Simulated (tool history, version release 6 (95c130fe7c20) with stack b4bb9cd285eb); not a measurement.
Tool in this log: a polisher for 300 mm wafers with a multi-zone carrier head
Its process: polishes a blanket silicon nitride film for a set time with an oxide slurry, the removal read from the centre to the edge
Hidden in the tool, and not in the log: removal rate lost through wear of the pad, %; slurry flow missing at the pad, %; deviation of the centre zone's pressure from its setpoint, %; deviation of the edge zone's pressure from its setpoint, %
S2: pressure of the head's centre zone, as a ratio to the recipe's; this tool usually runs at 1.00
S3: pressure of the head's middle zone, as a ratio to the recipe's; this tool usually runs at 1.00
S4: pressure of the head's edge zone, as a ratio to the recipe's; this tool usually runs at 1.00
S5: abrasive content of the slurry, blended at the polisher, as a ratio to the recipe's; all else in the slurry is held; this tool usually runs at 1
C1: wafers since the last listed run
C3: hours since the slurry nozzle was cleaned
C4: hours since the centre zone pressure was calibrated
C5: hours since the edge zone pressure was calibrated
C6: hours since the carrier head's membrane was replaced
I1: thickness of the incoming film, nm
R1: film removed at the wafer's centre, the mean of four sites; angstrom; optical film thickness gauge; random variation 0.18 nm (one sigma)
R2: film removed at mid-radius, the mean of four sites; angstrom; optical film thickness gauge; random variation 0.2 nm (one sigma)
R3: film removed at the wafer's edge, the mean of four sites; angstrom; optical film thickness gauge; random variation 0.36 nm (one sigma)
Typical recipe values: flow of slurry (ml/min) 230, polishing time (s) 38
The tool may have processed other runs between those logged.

run 1 day=0.000 | flow_of_slurry_(ml/min)=230 S2=1.00 S3=1.00 S4=1.09 S5=1 polishing_time_(s)=38 | C1=0 wafers_polished_on_this_pad=1281 C3=505.7 C4=911.7 C5=53.2 C6=152.6 | I1=447.8 | R1=244 R2=246 R3=258
run 2 day=2.888 | flow_of_slurry_(ml/min)=230 S2=1.00 S3=1.00 S4=1.00 S5=1 polishing_time_(s)=38 | C1=415 wafers_polished_on_this_pad=1696 C3=575.0 C4=981.0 C5=122.5 C6=221.9 | I1=454.8 | R1=239 R2=243 R3=247
-- day=5.225 slurry nozzle cleaned
run 3 day=5.504 | flow_of_slurry_(ml/min)=230 S2=1.00 S3=1.00 S4=1.00 S5=1 polishing_time_(s)=38 | C1=370 wafers_polished_on_this_pad=2067 C3=6.7 C4=1043.8 C5=185.3 C6=284.7 | I1=447.2 | R1=260 R2=257 R3=257
run 4 day=6.679 | flow_of_slurry_(ml/min)=250 S2=1.00 S3=0.89 S4=1.00 S5=1 polishing_time_(s)=38 | C1=169 wafers_polished_on_this_pad=2236 C3=34.9 C4=1072.0 C5=213.5 C6=312.9 | I1=458.8 | R1=261 R2=232 R3=260
run 5 day=8.600 | flow_of_slurry_(ml/min)=230 S2=1.00 S3=1.00 S4=1.00 S5=1 polishing_time_(s)=28 | C1=276 wafers_polished_on_this_pad=2512 C3=81.0 C4=1118.1 C5=259.6 C6=359.0 | I1=443.3 | R1=190 R2=188 R3=194
-- day=8.771 centre zone pressure recalibrated
-- day=13.696 worn pad replaced by a new one
run 6 day=15.196 | flow_of_slurry_(ml/min)=230 S2=1.00 S3=1.00 S4=1.00 S5=1 polishing_time_(s)=38 | C1=913 wafers_polished_on_this_pad=215 C3=239.3 C4=154.2 C5=417.9 C6=517.3 | I1=447.8 | R1=258 R2=255 R3=256
run 7 day=17.967 | flow_of_slurry_(ml/min)=230 S2=1.00 S3=1.10 S4=1.00 S5=1 polishing_time_(s)=46 | C1=398 wafers_polished_on_this_pad=614 C3=305.8 C4=220.7 C5=484.4 C6=583.8 | I1=445.5 | R1=303 R2=329 R3=311
run 8 day=19.208 | flow_of_slurry_(ml/min)=230 S2=0.90 S3=1.00 S4=0.95 S5=1 polishing_time_(s)=38 | C1=178 wafers_polished_on_this_pad=793 C3=335.6 C4=250.5 C5=514.2 C6=613.6 | I1=448.7 | R1=223 R2=251 R3=254
run 9 day=21.375 | flow_of_slurry_(ml/min)=185 S2=1.00 S3=1.00 S4=1.00 S5=1 polishing_time_(s)=38 | C1=311 wafers_polished_on_this_pad=1104 C3=387.6 C4=302.5 C5=566.2 C6=665.6 | I1=456.9 | R1=241 R2=243 R3=250
run 10 day=23.342 | flow_of_slurry_(ml/min)=230 S2=1.00 S3=1.00 S4=0.97 S5=1 polishing_time_(s)=51 | C1=282 wafers_polished_on_this_pad=1387 C3=434.8 C4=349.7 C5=613.4 C6=712.8 | I1=449.9 | R1=332 R2=334 R3=339
run 11 day=26.250 | flow_of_slurry_(ml/min)=230 S2=1.09 S3=1.00 S4=0.92 S5=1 polishing_time_(s)=45 | C1=418 wafers_polished_on_this_pad=1806 C3=504.6 C4=419.5 C5=683.2 C6=782.6 | I1=453.9 | R1=317 R2=285 R3=281
-- day=26.592 slurry nozzle cleaned
run 12 day=28.800 | flow_of_slurry_(ml/min)=230 S2=1.00 S3=0.91 S4=1.07 S5=1 polishing_time_(s)=27 | C1=360 wafers_polished_on_this_pad=2167 C3=53.0 C4=480.7 C5=744.4 C6=843.8 | I1=440.3 | R1=185 R2=168 R3=188
-- day=31.671 edge zone pressure recalibrated
run 13 day=31.792 | flow_of_slurry_(ml/min)=230 S2=1.00 S3=1.00 S4=1.00 S5=1 polishing_time_(s)=38 | C1=418 wafers_polished_on_this_pad=2585 C3=124.8 C4=552.5 C5=2.9 C6=915.6 | I1=456.2 | R1=261 R2=256 R3=257
-- day=32.846 carrier head's membrane replaced by a new one
-- day=33.000 worn pad replaced by a new one
run 14 day=40.475 | flow_of_slurry_(ml/min)=230 S2=1.00 S3=1.00 S4=1.00 S5=1 polishing_time_(s)=38 | C1=1197 wafers_polished_on_this_pad=1075 C3=333.2 C4=760.9 C5=211.3 C6=183.1 | I1=444.1 | R1=252 R2=253 R3=250
run 15 day=42.662 | flow_of_slurry_(ml/min)=305 S2=0.91 S3=1.00 S4=1.00 S5=1 polishing_time_(s)=38 | C1=314 wafers_polished_on_this_pad=1390 C3=385.7 C4=813.4 C5=263.8 C6=235.6 | I1=443.1 | R1=238 R2=259 R3=259
run 16 day=45.250 | flow_of_slurry_(ml/min)=230 S2=1.00 S3=0.97 S4=1.00 S5=1 polishing_time_(s)=38 | C1=372 wafers_polished_on_this_pad=1762 C3=447.8 C4=875.5 C5=325.9 C6=297.7 | I1=453.9 | R1=247 R2=242 R3=259
run 17 day=46.312 | flow_of_slurry_(ml/min)=230 S2=0.90 S3=1.00 S4=0.90 S5=1 polishing_time_(s)=30 | C1=152 wafers_polished_on_this_pad=1915 C3=473.3 C4=901.0 C5=351.4 C6=323.2 | I1=450.4 | R1=174 R2=193 R3=185
run 18 day=48.371 | flow_of_slurry_(ml/min)=230 S2=0.96 S3=1.00 S4=1.00 S5=1 polishing_time_(s)=38 | C1=296 wafers_polished_on_this_pad=2211 C3=522.7 C4=950.4 C5=400.8 C6=372.6 | I1=449.4 | R1=237 R2=247 R3=253

The next listed run, before its measurement:
run 19 day=49.821 | flow_of_slurry_(ml/min)=230 S2=0.93 S3=1.00 S4=1.00 S5=1 polishing_time_(s)=38 | C1=208 wafers_polished_on_this_pad=2420 C3=557.5 C4=985.2 C5=435.6 C6=407.4 | I1=440.1 | R1=? R2=? R3=?

{"run 19": {"R1": 229, "R2": 245, "R3": 252}}
Had the tool carried no hidden state, the very same run would have given R1 244 angstrom, R2 259 angstrom, R3 263 angstrom.
